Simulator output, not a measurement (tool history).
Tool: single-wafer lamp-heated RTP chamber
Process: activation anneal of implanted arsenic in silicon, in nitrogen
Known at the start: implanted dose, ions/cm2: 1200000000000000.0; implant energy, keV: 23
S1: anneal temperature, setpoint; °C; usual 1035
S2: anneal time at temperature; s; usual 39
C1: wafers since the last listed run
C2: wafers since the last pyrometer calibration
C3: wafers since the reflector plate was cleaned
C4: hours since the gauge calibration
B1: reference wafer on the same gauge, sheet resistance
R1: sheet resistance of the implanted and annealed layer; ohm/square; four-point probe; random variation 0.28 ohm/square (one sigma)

run,hour,S1,S2,C1,C2,C3,C4,B1,R1
1,0,1035,39,0,61,6502,114.4,117.97,101.43
# hour 56.2: reflector plate cleaned
2,69.6,1035,39,654,715,141,184,117.99,102.92
3,134.6,1035,39,690,1405,832,249,118,103.31
4,192.3,1035,39,612,2018,1444,306.7,118.02,102.51
5,251.1,1035,39,624,2642,2069,365.5,117.95,103.04
6,292.3,1035,39,437,3080,2506,406.7,118.02,102.58
7,320.7,1045,56,301,3381,2808,435.1,118,96.81
8,360.8,1045,56,425,3807,3233,475.2,118.03,96.86
9,392.2,1045,56,333,4141,3567,506.6,117.93,96.81
10,449.9,1035,39,612,4753,4179,564.3,117.98,102.42
# hour 479.7: pyrometer window cleaned and pyrometer calibrated
11,498.1,1035,39,426,195,4606,612.5,118.05,102.25
12,557.1,1035,39,626,821,5233,671.5,117.96,101.43
13,598.2,1064,48,436,1258,5669,712.6,117.95,94.24
14,659.3,1061,54,648,1906,6318,773.7,118.02,93.37
15,722.7,1035,39,673,2580,6991,837.1,117.99,101.52
# hour 776.9: reflector plate cleaned
16,815.7,1035,32,902,3482,411,930.1,117.83,105.29
17,843.7,1043,39,297,3779,709,958.1,118.01,101.25
18,879.6,1058,46,381,4161,1090,994,118.02,96.15
# hour 908.2: pyrometer window cleaned and pyrometer calibrated
19,933.4,1056,61,486,267,1576,1047.8,117.99,94.4
20,958.3,1035,39,264,532,1841,1072.7,117.99,102.66
21,994.8,1017,22,387,919,2228,1109.2,118.05,112.96
22,1051.9,1049,39,606,1526,2834,1166.3,117.95,99.41
23,1095.4,1035,39,461,1988,3296,1209.8,118.11,102.82
24,1148.2,1035,39,560,2548,3857,1262.6,117.97,102.46
25,1206.6,1035,39,620,3168,4477,1321,118,102.22
26,1237.2,1017,39,324,3493,4802,1351.6,118.01,106.61
# hour 1257.9: gauge calibrated
27,1285.9,1006,45,517,4010,5319,28,118,107.85
28,1318.5,1045,56,346,4356,5665,60.6,118.01,96.03
29,1363.7,1035,39,479,4836,6145,105.8,117.89,101.84
# hour 1432.4: pyrometer window cleaned and pyrometer calibrated
30,1434.9,1035,39,671,26,6816,177,117.92,101.43
# hour 1463.9: reflector plate cleaned
31,1469.8,1054,48,285,311,62,211.9,118.01,97.58
32,1613.5,1010,45,1525,1837,1587,355.6,117.97,107.96
33,1685.3,1055,58,762,2599,2350,427.4,118.01,95.05
34,1732.6,1061,22,502,3102,2852,474.7,118.11,102.88
35,1783.4,1049,54,539,3641,3391,525.5,117.89,96.57
36,1836.6,1035,39,564,4206,3956,578.7,118.03,102.87
# hour 1875.6: pyrometer window cleaned and pyrometer calibrated
37,1891.1,1006,30,493,164,4450,633.2,117.91,112.33

The tool's hidden state at each run:
true wafer temperature minus pyrometer reading, K: 0 in every run
gauge reads high (%): 0 in every run
H1: wafer temperature error from the tarnished reflector plate, K
run,H1
1,7.23
2,0.305
3,0.413
4,0.637
5,0.989
6,1.31
7,1.57
8,1.98
9,2.35
10,3.11
11,3.84
12,4.84
13,5.62
14,6.89
15,8.35
16,1.02
17,1.07
18,1.18
19,1.43
20,1.58
21,1.85
22,2.36
23,2.83
24,3.48
25,4.33
26,4.83
27,5.68
28,6.3
29,7.22
30,8.83
31,0.0842
32,0.489
33,0.971
34,1.39
35,1.93
36,2.6
37,3.39
